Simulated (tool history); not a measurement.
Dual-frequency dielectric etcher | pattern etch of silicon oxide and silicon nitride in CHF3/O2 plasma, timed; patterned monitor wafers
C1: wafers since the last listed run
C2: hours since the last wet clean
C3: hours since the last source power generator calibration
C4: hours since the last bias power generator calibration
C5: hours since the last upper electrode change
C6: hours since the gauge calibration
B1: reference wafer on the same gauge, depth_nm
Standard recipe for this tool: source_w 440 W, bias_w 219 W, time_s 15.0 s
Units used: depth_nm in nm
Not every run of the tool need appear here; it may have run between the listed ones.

Run 1, hour 0.0: usual settings; C1 0; C2 165.7; C3 3102.2; C4 954.3; C5 5999.3; C6 1665.7; B1 17.90. Result: depth_nm 21.78 nm.
Run 2, hour 92.1: usual settings but bias_w 188 W; C1 1118; C2 257.8; C3 3194.3; C4 1046.4; C5 6091.4; C6 1757.8; B1 17.91. Result: depth_nm 21.15 nm.
Run 3, hour 169.3: usual settings but bias_w 188 W; C1 937; C2 335.0; C3 3271.5; C4 1123.6; C5 6168.6; C6 1835.0; B1 17.90. Result: depth_nm 21.31 nm.
Run 4, hour 214.2: usual settings but bias_w 188 W; C1 545; C2 379.9; C3 3316.4; C4 1168.5; C5 6213.5; C6 1879.9; B1 17.92. Result: depth_nm 21.29 nm.
Run 5, hour 293.9: usual settings but time_s 12.0 s; C1 968; C2 459.6; C3 3396.1; C4 1248.2; C5 6293.2; C6 1959.6; B1 17.89. Result: depth_nm 17.54 nm.
At hour 433.4: wet clean of the chamber.
Run 6, hour 435.0: usual settings but source_w 410 W; C1 1422; C2 1.6; C3 3537.2; C4 1389.3; C5 6434.3; C6 2100.7; B1 17.90. Result: depth_nm 20.97 nm.
At hour 494.5: upper electrode replaced.
Run 7, hour 495.0: usual settings but bias_w 186 W, time_s 14.0 s; C1 437; C2 61.6; C3 3597.2; C4 1449.3; C5 0.5; C6 2160.7; B1 17.89. Result: depth_nm 19.88 nm.
Run 8, hour 565.3: usual settings but bias_w 186 W, time_s 14.0 s; C1 853; C2 131.9; C3 3667.5; C4 1519.6; C5 70.8; C6 2231.0; B1 17.90. Result: depth_nm 19.86 nm.
Run 9, hour 678.5: usual settings but bias_w 186 W, time_s 14.0 s; C1 1374; C2 245.1; C3 3780.7; C4 1632.8; C5 184.0; C6 2344.2; B1 17.90. Result: depth_nm 19.93 nm.
At hour 836.3: gauge calibrated.
At hour 996.1: wet clean of the chamber.
Run 10, hour 996.6: usual settings but bias_w 208 W; C1 3572; C2 0.5; C3 4098.8; C4 1950.9; C5 502.1; C6 160.3; B1 17.91. Result: depth_nm 21.77 nm.
At hour 1136.5: bias power generator calibrated.
Run 11, hour 1146.6: usual settings but bias_w 208 W; C1 1773; C2 150.5; C3 4248.8; C4 10.1; C5 652.1; C6 310.3; B1 17.88. Result: depth_nm 21.75 nm.
Run 12, hour 1209.7: usual settings but source_w 390 W, time_s 17.0 s; C1 766; C2 213.6; C3 4311.9; C4 73.2; C5 715.2; C6 373.4; B1 17.90. Result: depth_nm 23.10 nm.
At hour 1270.7: source power generator calibrated.
Run 13, hour 1275.5: usual settings but bias_w 168 W, time_s 13.5 s; C1 750; C2 279.4; C3 4.8; C4 139.0; C5 781.0; C6 439.2; B1 17.92. Result: depth_nm 18.16 nm.
Run 14, hour 1333.7: usual settings but bias_w 201 W, time_s 10.5 s; C1 706; C2 337.6; C3 63.0; C4 197.2; C5 839.2; C6 497.4; B1 17.91. Result: depth_nm 14.60 nm.
Run 15, hour 1390.9: usual settings but bias_w 186 W, time_s 14.0 s; C1 694; C2 394.8; C3 120.2; C4 254.4; C5 896.4; C6 554.6; B1 17.91. Result: depth_nm 19.32 nm.
Run 16, hour 1440.3: usual settings but source_w 470 W, bias_w 201 W, time_s 17.0 s; C1 600; C2 444.2; C3 169.6; C4 303.8; C5 945.8; C6 604.0; B1 17.89. Result: depth_nm 24.60 nm.
Run 17, hour 1532.1: usual settings but bias_w 182 W; C1 1115; C2 536.0; C3 261.4; C4 395.6; C5 1037.6; C6 695.8; B1 17.90. Result: depth_nm 20.52 nm.
At hour 1574.4: wet clean of the chamber.
Run 18, hour 1574.9: usual settings; C1 228; C2 0.5; C3 304.2; C4 438.4; C5 1080.4; C6 738.6; B1 17.92. Result: depth_nm 21.14 nm.
Run 19, hour 1617.0: usual settings but source_w 530 W, bias_w 256 W, time_s 11.5 s; C1 511; C2 42.6; C3 346.3; C4 480.5; C5 1122.5; C6 780.7; B1 17.88. Result: depth_nm 18.63 nm.
Run 20, hour 1675.1: usual settings but source_w 530 W; C1 705; C2 100.7; C3 404.4; C4 538.6; C5 1180.6; C6 838.8; B1 17.90. Result: depth_nm 23.54 nm.
Run 21, hour 1735.0: usual settings but bias_w 181 W; C1 727; C2 160.6; C3 464.3; C4 598.5; C5 1240.5; C6 898.7; B1 17.90. Result: depth_nm 20.53 nm.
Run 22, hour 1798.0: usual settings but source_w 520 W, bias_w 166 W, time_s 19.5 s; C1 765; C2 223.6; C3 527.3; C4 661.5; C5 1303.5; C6 961.7; B1 17.90. Result: depth_nm 29.16 nm.

Forecast run 23:
Run 23, hour 1856.5: usual settings but source_w 490 W; C1 710; C2 282.1; C3 585.8; C4 720.0; C5 1362.0; C6 1020.2; B1 ?. Result: depth_nm ?.

Run 23 came out at B1 17.90, depth_nm 22.59 nm.
Had the tool carried no hidden state, the very same run would have given depth_nm 22.55 nm.
